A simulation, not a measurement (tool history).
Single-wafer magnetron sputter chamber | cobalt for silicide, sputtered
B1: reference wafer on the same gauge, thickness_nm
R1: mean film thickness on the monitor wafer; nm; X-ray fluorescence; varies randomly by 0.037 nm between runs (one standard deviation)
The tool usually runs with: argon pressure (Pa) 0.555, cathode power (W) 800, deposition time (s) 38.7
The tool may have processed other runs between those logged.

run 1 hour=0.0 | argon_pressure_(Pa)=0.555 cathode_power_(W)=800 deposition_time_(s)=38.7 | B1=15.586 | R1=15.285
run 2 hour=12.7 | argon_pressure_(Pa)=0.555 cathode_power_(W)=800 deposition_time_(s)=38.7 | B1=15.575 | R1=15.255
run 3 hour=36.1 | argon_pressure_(Pa)=0.555 cathode_power_(W)=800 deposition_time_(s)=38.7 | B1=15.603 | R1=15.142
-- hour=49.8 sputter target and shields replaced
run 4 hour=52.0 | argon_pressure_(Pa)=0.555 cathode_power_(W)=800 deposition_time_(s)=38.7 | B1=15.602 | R1=15.682
run 5 hour=84.7 | argon_pressure_(Pa)=0.555 cathode_power_(W)=800 deposition_time_(s)=38.7 | B1=15.615 | R1=15.442
run 6 hour=104.8 | argon_pressure_(Pa)=0.555 cathode_power_(W)=800 deposition_time_(s)=38.7 | B1=15.602 | R1=15.362
run 7 hour=136.5 | argon_pressure_(Pa)=0.555 cathode_power_(W)=800 deposition_time_(s)=38.7 | B1=15.615 | R1=15.301
run 8 hour=163.6 | argon_pressure_(Pa)=0.555 cathode_power_(W)=800 deposition_time_(s)=38.7 | B1=15.585 | R1=15.295
run 9 hour=180.1 | argon_pressure_(Pa)=0.697 cathode_power_(W)=800 deposition_time_(s)=38.7 | B1=15.611 | R1=14.348
run 10 hour=215.1 | argon_pressure_(Pa)=0.697 cathode_power_(W)=800 deposition_time_(s)=38.7 | B1=15.595 | R1=14.436
-- hour=233.9 gauge calibrated
run 11 hour=242.6 | argon_pressure_(Pa)=0.697 cathode_power_(W)=800 deposition_time_(s)=38.7 | B1=15.604 | R1=14.365
run 12 hour=256.9 | argon_pressure_(Pa)=0.555 cathode_power_(W)=800 deposition_time_(s)=38.7 | B1=15.589 | R1=15.195
run 13 hour=272.2 | argon_pressure_(Pa)=0.611 cathode_power_(W)=600 deposition_time_(s)=40.7 | B1=15.619 | R1=11.671
-- hour=297.2 sputter target and shields replaced
run 14 hour=305.7 | argon_pressure_(Pa)=0.765 cathode_power_(W)=600 deposition_time_(s)=45.7 | B1=15.604 | R1=12.706
run 15 hour=338.0 | argon_pressure_(Pa)=0.555 cathode_power_(W)=800 deposition_time_(s)=38.7 | B1=15.606 | R1=15.442
run 16 hour=359.7 | argon_pressure_(Pa)=0.408 cathode_power_(W)=1000 deposition_time_(s)=36.0 | B1=15.603 | R1=19.020
-- hour=381.8 magnet pack replaced
run 17 hour=395.2 | argon_pressure_(Pa)=0.555 cathode_power_(W)=800 deposition_time_(s)=38.7 | B1=15.602 | R1=15.313
run 18 hour=413.0 | argon_pressure_(Pa)=0.763 cathode_power_(W)=650 deposition_time_(s)=38.7 | B1=15.607 | R1=11.495
-- hour=427.1 capacitance manometer re-zeroed and calibrated
run 19 hour=443.9 | argon_pressure_(Pa)=0.555 cathode_power_(W)=800 deposition_time_(s)=38.7 | B1=15.623 | R1=15.260
run 20 hour=478.2 | argon_pressure_(Pa)=0.432 cathode_power_(W)=650 deposition_time_(s)=32.3 | B1=15.596 | R1=10.807
run 21 hour=496.7 | argon_pressure_(Pa)=0.555 cathode_power_(W)=800 deposition_time_(s)=33.0 | B1=15.592 | R1=13.029
-- hour=523.7 sputter target and shields replaced
run 22 hour=524.2 | argon_pressure_(Pa)=0.555 cathode_power_(W)=900 deposition_time_(s)=38.7 | B1=15.605 | R1=17.631
run 23 hour=550.4 | argon_pressure_(Pa)=0.763 cathode_power_(W)=650 deposition_time_(s)=38.7 | B1=15.608 | R1=11.636
run 24 hour=578.2 | argon_pressure_(Pa)=0.387 cathode_power_(W)=850 deposition_time_(s)=31.3 | B1=15.584 | R1=14.198
-- hour=579.4 gauge calibrated
run 25 hour=595.2 | argon_pressure_(Pa)=0.363 cathode_power_(W)=750 deposition_time_(s)=46.1 | B1=15.592 | R1=18.616

Alternative continuations, all from the tool just after run 25; predict every row:
run A hour=595.6 | argon_pressure_(Pa)=0.555 cathode_power_(W)=800 deposition_time_(s)=38.7 | B1=? | R1=?
run B hour=595.6 | argon_pressure_(Pa)=0.712 cathode_power_(W)=900 deposition_time_(s)=40.8 | B1=? | R1=?
run C hour=595.6 | argon_pressure_(Pa)=0.426 cathode_power_(W)=600 deposition_time_(s)=32.1 | B1=? | R1=?
run D hour=595.6 | argon_pressure_(Pa)=0.555 cathode_power_(W)=800 deposition_time_(s)=46.0 | B1=? | R1=?
run E hour=595.6 | argon_pressure_(Pa)=0.351 cathode_power_(W)=850 deposition_time_(s)=38.7 | B1=? | R1=?

run=A B1=15.595 R1=15.421
run=B B1=15.595 R1=17.179
run=C B1=15.595 R1=10.111
run=D B1=15.595 R1=18.329
run=E B1=15.595 R1=17.814
Take away the tool's hidden state, keep each run's random variation, and the runs would have read:
run=A R1=15.718
run=B R1=17.510
run=C R1=10.307
run=D R1=18.683
run=E R1=18.158
